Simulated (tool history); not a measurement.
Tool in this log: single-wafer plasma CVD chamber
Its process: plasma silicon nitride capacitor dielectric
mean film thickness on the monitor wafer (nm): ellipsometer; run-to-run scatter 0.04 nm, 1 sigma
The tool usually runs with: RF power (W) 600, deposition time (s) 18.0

run	day	RF power (W)	deposition time (s)	read-back reference wafer on the same gauge, thickness_nm	mean film thickness on the monitor wafer (nm)
1	0.000	660	18.0	30.218	27.542
2	0.454	600	18.0	30.215	26.670
3	0.754	600	18.0	30.224	26.750
4	1.442	600	18.0	30.240	26.678
5	2.117	600	18.0	30.240	26.710
6	2.804	600	15.4	30.244	22.820
# day 2.908: gauge calibrated
7	3.138	600	18.0	30.115	26.599
8	3.683	600	18.0	30.150	26.540
9	4.317	600	18.0	30.176	26.628

Run 10 is up next; what results do you expect?
# day 5.008: showerhead replaced
10	5.029	490	16.4	?	?

read-back reference wafer on the same gauge, thickness_nm: 30.199
mean film thickness on the monitor wafer (nm): 22.704
With no hidden state in the tool, this same run would have given mean film thickness on the monitor wafer (nm) 22.632.
